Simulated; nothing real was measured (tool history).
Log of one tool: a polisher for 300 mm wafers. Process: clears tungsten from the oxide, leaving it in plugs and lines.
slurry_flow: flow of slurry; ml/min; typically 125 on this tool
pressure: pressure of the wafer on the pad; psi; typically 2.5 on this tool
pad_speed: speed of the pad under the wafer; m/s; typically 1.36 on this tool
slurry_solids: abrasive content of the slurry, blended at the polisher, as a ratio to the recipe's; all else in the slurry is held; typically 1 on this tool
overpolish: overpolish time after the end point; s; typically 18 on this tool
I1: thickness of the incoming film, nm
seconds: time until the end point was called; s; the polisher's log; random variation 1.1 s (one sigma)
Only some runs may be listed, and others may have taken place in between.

run 1 day=0 | slurry_flow=125 pressure=2.5 pad_speed=1.36 slurry_solids=1 overpolish=11 | I1=341.3 | seconds=90
-- day=0.346 slurry blender recalibrated
run 2 day=1.317 | slurry_flow=125 pressure=1.9 pad_speed=1.24 slurry_solids=1 overpolish=18 | I1=334.4 | seconds=129.8
run 3 day=2.158 | slurry_flow=125 pressure=1.9 pad_speed=1.24 slurry_solids=1 overpolish=18 | I1=340.8 | seconds=133.3
-- day=2.596 slurry tank refilled with fresh slurry and peroxide
run 4 day=2.671 | slurry_flow=125 pressure=1.9 pad_speed=1.24 slurry_solids=1 overpolish=18 | I1=342.4 | seconds=145.4
run 5 day=3.421 | slurry_flow=125 pressure=2.5 pad_speed=1.36 slurry_solids=1 overpolish=18 | I1=343.1 | seconds=102.8
-- day=4.158 worn pad replaced by a new one
run 6 day=4.275 | slurry_flow=125 pressure=2.5 pad_speed=1.36 slurry_solids=1 overpolish=18 | I1=340.5 | seconds=105.3
run 7 day=5.733 | slurry_flow=125 pressure=2.5 pad_speed=1.36 slurry_solids=1 overpolish=18 | I1=343.8 | seconds=111.9
run 8 day=6.6 | slurry_flow=125 pressure=2.5 pad_speed=1.36 slurry_solids=1 overpolish=18 | I1=341.5 | seconds=110.5
run 9 day=7.958 | slurry_flow=125 pressure=2.5 pad_speed=1.36 slurry_solids=1 overpolish=18 | I1=340.7 | seconds=120
-- day=8.238 slurry tank refilled with fresh slurry and peroxide, repeated, since the last time left the tool worse
-- day=8.525 slurry blender recalibrated
run 10 day=10.354 | slurry_flow=125 pressure=2.5 pad_speed=1.36 slurry_solids=1 overpolish=18 | I1=343 | seconds=88.6
-- day=10.525 worn pad replaced by a new one
run 11 day=11.546 | slurry_flow=125 pressure=2.5 pad_speed=1.36 slurry_solids=1 overpolish=18 | I1=339.2 | seconds=89.4
run 12 day=12.954 | slurry_flow=125 pressure=1.7 pad_speed=1.36 slurry_solids=1.2 overpolish=11 | I1=338.8 | seconds=124.1
-- day=13.104 slurry tank refilled with fresh slurry and peroxide
-- day=14.104 head pressure recalibrated
run 13 day=14.404 | slurry_flow=125 pressure=2.5 pad_speed=0.92 slurry_solids=1 overpolish=18 | I1=335.6 | seconds=123.5
-- day=15.383 worn pad replaced by a new one
run 14 day=15.404 | slurry_flow=125 pressure=2.5 pad_speed=1.2 slurry_solids=0.7 overpolish=18 | I1=339.5 | seconds=115.8
-- day=15.858 slurry blender recalibrated
run 15 day=15.933 | slurry_flow=125 pressure=3 pad_speed=1.06 slurry_solids=1 overpolish=26 | I1=338.4 | seconds=91.8
run 16 day=16.667 | slurry_flow=125 pressure=2.5 pad_speed=1.36 slurry_solids=0.9 overpolish=28 | I1=344.9 | seconds=97.4
run 17 day=17.4 | slurry_flow=125 pressure=2.5 pad_speed=1.36 slurry_solids=0.75 overpolish=26 | I1=339.9 | seconds=103.4
-- day=17.8 slurry nozzle cleaned
run 18 day=18.671 | slurry_flow=125 pressure=2.5 pad_speed=1.36 slurry_solids=1 overpolish=18 | I1=341.7 | seconds=94.7
-- day=18.846 slurry tank refilled with fresh slurry and peroxide
run 19 day=19.2 | slurry_flow=125 pressure=2.5 pad_speed=1.36 slurry_solids=1 overpolish=18 | I1=334.2 | seconds=82.5
run 20 day=20.333 | slurry_flow=160 pressure=2.5 pad_speed=1.36 slurry_solids=1 overpolish=18 | I1=340.8 | seconds=81.5
-- day=21.129 worn pad replaced by a new one
run 21 day=21.571 | slurry_flow=155 pressure=2.2 pad_speed=1.36 slurry_solids=0.9 overpolish=9 | I1=334.7 | seconds=97
run 22 day=22.946 | slurry_flow=155 pressure=3.4 pad_speed=1.36 slurry_solids=1 overpolish=18 | I1=341.9 | seconds=64.4
-- day=23.629 slurry tank refilled with fresh slurry and peroxide
run 23 day=23.65 | slurry_flow=125 pressure=3.2 pad_speed=1.36 slurry_solids=1 overpolish=18 | I1=337.2 | seconds=64.9
run 24 day=24.279 | slurry_flow=125 pressure=2.5 pad_speed=1.36 slurry_solids=1 overpolish=18 | I1=340.7 | seconds=86
-- day=25.371 slurry blender recalibrated
run 25 day=25.583 | slurry_flow=125 pressure=1.9 pad_speed=1.04 slurry_solids=1 overpolish=27 | I1=340.2 | seconds=149.2

Measured minus without-hidden-state, run by run (identical run-to-run variation in each term; gauge scatter may differ):
What the log doesn't record here: removal rate lost through wear of the pad, %; slurry flow missing at the pad, %; deviation of the head's pressure from its setpoint, %; abrasive missing from the slurry, %; peroxide lost from the slurry, %.
run=1 seconds=+4.5
run=2 seconds=+9.3
run=3 seconds=+11.4
run=4 seconds=+22.7
run=5 seconds=+17.7
run=6 seconds=+20.1
run=7 seconds=+25.3
run=8 seconds=+27.4
run=9 seconds=+34.3
run=10 seconds=+2.9
run=11 seconds=+4.6
run=12 seconds=+9.4
run=13 seconds=+2.8
run=14 seconds=+4.3
run=15 seconds=+4.3
run=16 seconds=+5.7
run=17 seconds=+7.3
run=18 seconds=+8.8
run=19 seconds=+0.7
run=20 seconds=+2.1
run=21 seconds=+4.3
run=22 seconds=+4.3
run=23 seconds=+0.2
run=24 seconds=+1.2
run=25 seconds=+5.1

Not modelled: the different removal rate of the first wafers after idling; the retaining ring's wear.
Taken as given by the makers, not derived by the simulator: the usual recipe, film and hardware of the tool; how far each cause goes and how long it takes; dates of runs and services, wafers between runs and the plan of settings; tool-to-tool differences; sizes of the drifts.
